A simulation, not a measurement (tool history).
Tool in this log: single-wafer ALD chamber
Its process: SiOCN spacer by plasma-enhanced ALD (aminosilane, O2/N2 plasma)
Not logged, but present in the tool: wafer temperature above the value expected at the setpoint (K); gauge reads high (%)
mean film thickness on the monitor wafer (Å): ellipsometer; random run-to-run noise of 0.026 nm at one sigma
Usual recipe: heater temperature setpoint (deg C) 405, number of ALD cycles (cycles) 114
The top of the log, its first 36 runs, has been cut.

run,day,heater temperature setpoint (deg C),number of ALD cycles (cycles),wafers since the last listed run,hours since the last thermocouple change,hours since the gauge calibration,"read-back reference wafer on the same gauge, thickness_nm",mean film thickness on the monitor wafer (Å)
37,88.138,400,128,57,331.1,1122.1,6.830,72.80
38,89.438,409,114,74,362.3,1153.3,6.809,62.94
39,91.862,396,134,139,420.5,1211.5,6.814,77.16
40,93.158,405,114,74,451.6,1242.6,6.827,63.60
41,94.179,416,98,58,476.1,1267.1,6.820,52.40
42,97.062,396,131,165,545.3,1336.3,6.821,74.83
43,99.954,412,114,165,614.7,1405.7,6.820,62.16
44,102.000,399,94,117,663.8,1454.8,6.826,53.57
45,103.262,405,129,72,694.1,1485.1,6.817,71.42
46,104.983,392,114,98,735.4,1526.4,6.827,64.89

Each row is a separate what-if for the run after 46, all from the same tool condition, not one after another. Results?
A,105.008,417,114,1,736.0,1527.0,?,?
B,105.008,395,123,1,736.0,1527.0,?,?
C,105.008,399,106,1,736.0,1527.0,?,?
D,105.008,392,125,1,736.0,1527.0,?,?
E,105.008,414,97,1,736.0,1527.0,?,?

run,"read-back reference wafer on the same gauge, thickness_nm",mean film thickness on the monitor wafer (Å)
A,6.819,60.77
B,6.819,70.34
C,6.819,60.08
D,6.819,71.49
E,6.819,52.25
With no hidden state in the tool, these same runs would have given:
run,mean film thickness on the monitor wafer (Å)
A,61.66
B,70.34
C,60.62
D,71.49
E,53.01

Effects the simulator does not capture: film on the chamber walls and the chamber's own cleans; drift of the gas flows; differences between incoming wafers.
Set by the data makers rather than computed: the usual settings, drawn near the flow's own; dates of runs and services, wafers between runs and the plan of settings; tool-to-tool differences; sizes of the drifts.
